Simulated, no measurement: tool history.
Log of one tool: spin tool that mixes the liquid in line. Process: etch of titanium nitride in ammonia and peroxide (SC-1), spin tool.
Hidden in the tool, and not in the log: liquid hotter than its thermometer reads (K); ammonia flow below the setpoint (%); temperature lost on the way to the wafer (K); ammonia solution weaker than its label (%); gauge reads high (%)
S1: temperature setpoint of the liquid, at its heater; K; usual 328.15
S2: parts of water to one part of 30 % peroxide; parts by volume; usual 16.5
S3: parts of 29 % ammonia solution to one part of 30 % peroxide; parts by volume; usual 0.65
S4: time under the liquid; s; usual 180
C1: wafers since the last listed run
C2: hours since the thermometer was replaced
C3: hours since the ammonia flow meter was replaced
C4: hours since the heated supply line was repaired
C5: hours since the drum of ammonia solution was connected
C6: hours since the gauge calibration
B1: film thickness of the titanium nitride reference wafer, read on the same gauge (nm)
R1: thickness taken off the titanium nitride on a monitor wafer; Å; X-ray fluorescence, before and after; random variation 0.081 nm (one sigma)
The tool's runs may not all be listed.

Run 1, hour 0.0: usual settings but S2 12.0 parts by volume, S3 0.45 parts by volume; C1 0; C2 240.1; C3 643.0; C4 2636.2; C5 215.7; C6 1335.2; B1 39.97. Result: R1 123.1 Å.
Run 2, hour 68.6: usual settings but S2 20.0 parts by volume; C1 486; C2 308.7; C3 711.6; C4 2704.8; C5 284.3; C6 1403.8; B1 39.97. Result: R1 101.0 Å.
Run 3, hour 154.3: usual settings but S1 331.65 K; C1 607; C2 394.4; C3 797.3; C4 2790.5; C5 370.0; C6 1489.5; B1 40.06. Result: R1 137.0 Å.
At hour 386.6: ammonia flow meter replaced.
Run 4, hour 393.7: usual settings but S4 135 s; C1 1690; C2 633.8; C3 7.1; C4 3029.9; C5 609.4; C6 1728.9; B1 40.00. Result: R1 83.5 Å.
At hour 530.0: new drum of ammonia solution connected.
At hour 547.2: heated supply line repaired.
Run 5, hour 578.8: usual settings but S1 336.65 K, S2 12.0 parts by volume, S4 225 s; C1 1298; C2 818.9; C3 192.2; C4 31.6; C5 48.8; C6 1914.0; B1 40.06. Result: R1 297.0 Å.
Run 6, hour 668.8: usual settings; C1 638; C2 908.9; C3 282.2; C4 121.6; C5 138.8; C6 2004.0; B1 40.01. Result: R1 113.3 Å.
At hour 709.2: gauge calibrated.
At hour 739.8: thermometer replaced.
Run 7, hour 744.6: usual settings but S2 14.0 parts by volume, S3 0.35 parts by volume, S4 105 s; C1 530; C2 4.8; C3 358.0; C4 197.4; C5 214.6; C6 35.4; B1 40.02. Result: R1 63.9 Å.
Run 8, hour 848.2: usual settings but S1 332.65 K, S3 0.50 parts by volume, S4 275 s; C1 734; C2 108.4; C3 461.6; C4 301.0; C5 318.2; C6 139.0; B1 39.99. Result: R1 218.0 Å.
Run 9, hour 938.8: usual settings; C1 642; C2 199.0; C3 552.2; C4 391.6; C5 408.8; C6 229.6; B1 40.03. Result: R1 111.5 Å.
Run 10, hour 995.9: usual settings; C1 404; C2 256.1; C3 609.3; C4 448.7; C5 465.9; C6 286.7; B1 40.04. Result: R1 109.5 Å.
Run 11, hour 1040.1: usual settings but S1 336.65 K, S2 19.0 parts by volume, S3 0.50 parts by volume, S4 210 s; C1 313; C2 300.3; C3 653.5; C4 492.9; C5 510.1; C6 330.9; B1 39.95. Result: R1 198.9 Å.
Run 12, hour 1159.2: usual settings but S3 0.45 parts by volume; C1 844; C2 419.4; C3 772.6; C4 612.0; C5 629.2; C6 450.0; B1 40.02. Result: R1 102.0 Å.
Run 13, hour 1210.6: usual settings but S2 21.5 parts by volume, S4 80 s; C1 364; C2 470.8; C3 824.0; C4 663.4; C5 680.6; C6 501.4; B1 39.99. Result: R1 42.0 Å.
At hour 1230.0: new drum of ammonia solution connected.
Run 14, hour 1261.2: usual settings but S1 334.15 K, S2 23.5 parts by volume, S3 0.75 parts by volume, S4 250 s; C1 351; C2 521.4; C3 874.6; C4 714.0; C5 31.2; C6 552.0; B1 40.07. Result: R1 195.8 Å.
Run 15, hour 1332.3: usual settings but S2 14.5 parts by volume; C1 504; C2 592.5; C3 945.7; C4 785.1; C5 102.3; C6 623.1; B1 39.95. Result: R1 119.6 Å.
Run 16, hour 1374.9: usual settings but S3 0.85 parts by volume; C1 302; C2 635.1; C3 988.3; C4 827.7; C5 144.9; C6 665.7; B1 40.02. Result: R1 115.5 Å.
Run 17, hour 1463.4: usual settings but S1 337.15 K, S2 10.5 parts by volume, S3 0.40 parts by volume, S4 230 s; C1 627; C2 723.6; C3 1076.8; C4 916.2; C5 233.4; C6 754.2; B1 40.03. Result: R1 294.5 Å.
At hour 1486.7: ammonia flow meter replaced.
Run 18, hour 1511.3: usual settings but S1 321.65 K, S2 14.0 parts by volume, S3 0.75 parts by volume, S4 255 s; C1 332; C2 771.5; C3 24.6; C4 964.1; C5 281.3; C6 802.1; B1 40.04. Result: R1 114.1 Å.
Run 19, hour 1556.0: usual settings; C1 316; C2 816.2; C3 69.3; C4 1008.8; C5 326.0; C6 846.8; B1 40.00. Result: R1 112.0 Å.
Run 20, hour 1644.3: usual settings but S3 0.75 parts by volume, S4 250 s; C1 626; C2 904.5; C3 157.6; C4 1097.1; C5 414.3; C6 935.1; B1 40.02. Result: R1 158.0 Å.
At hour 1723.6: thermometer replaced.
Run 21, hour 1750.7: usual settings; C1 747; C2 27.1; C3 264.0; C4 1203.5; C5 520.7; C6 1041.5; B1 39.99. Result: R1 110.1 Å.
Run 22, hour 1790.8: usual settings but S2 19.5 parts by volume; C1 284; C2 67.2; C3 304.1; C4 1243.6; C5 560.8; C6 1081.6; B1 39.95. Result: R1 100.9 Å.
Run 23, hour 1886.8: usual settings but S3 0.35 parts by volume; C1 680; C2 163.2; C3 400.1; C4 1339.6; C5 656.8; C6 1177.6; B1 40.00. Result: R1 98.9 Å.

Hidden state at the last listed run before each entry between runs and at the first one after, where it differs:
Between runs 3 and 4: ammonia flow meter replaced (hour 386.6)
  ammonia flow below the setpoint (%): 10.4 -> 1.41; ammonia solution weaker than its label (%): 9.06 -> 13.1
  measured less the result without the state, R1: -5.2 -> -2.3 Å
Between runs 4 and 5: new drum of ammonia solution connected (hour 530.0); heated supply line repaired (hour 547.2)
  ammonia flow below the setpoint (%): 1.41 -> 3.64; ammonia solution weaker than its label (%): 13.1 -> 1.11
  measured less the result without the state, R1: -2.3 -> -2.5 Å
Between runs 6 and 7: gauge calibrated (hour 709.2); thermometer replaced (hour 739.8)
  ammonia flow below the setpoint (%): 4.73 -> 5.65; ammonia solution weaker than its label (%): 2.64 -> 3.93
  measured less the result without the state, R1: -1.6 -> -1.2 Å
Between runs 13 and 14: new drum of ammonia solution connected (hour 1230.0)
  ammonia flow below the setpoint (%): 11.3 -> 11.9; ammonia solution weaker than its label (%): 11.8 -> 1.39
  measured less the result without the state, R1: -1.9 -> -5.1 Å
Between runs 17 and 18: ammonia flow meter replaced (hour 1486.7)
  ammonia flow below the setpoint (%): 14.3 -> 0.761; ammonia solution weaker than its label (%): 4.82 -> 5.64
  measured less the result without the state, R1: -11.1 -> -1.3 Å
Between runs 20 and 21: thermometer replaced (hour 1723.6)
  ammonia flow below the setpoint (%): 2.37 -> 3.65; ammonia solution weaker than its label (%): 7.9 -> 9.71
  measured less the result without the state, R1: -2.9 -> -2.8 Å

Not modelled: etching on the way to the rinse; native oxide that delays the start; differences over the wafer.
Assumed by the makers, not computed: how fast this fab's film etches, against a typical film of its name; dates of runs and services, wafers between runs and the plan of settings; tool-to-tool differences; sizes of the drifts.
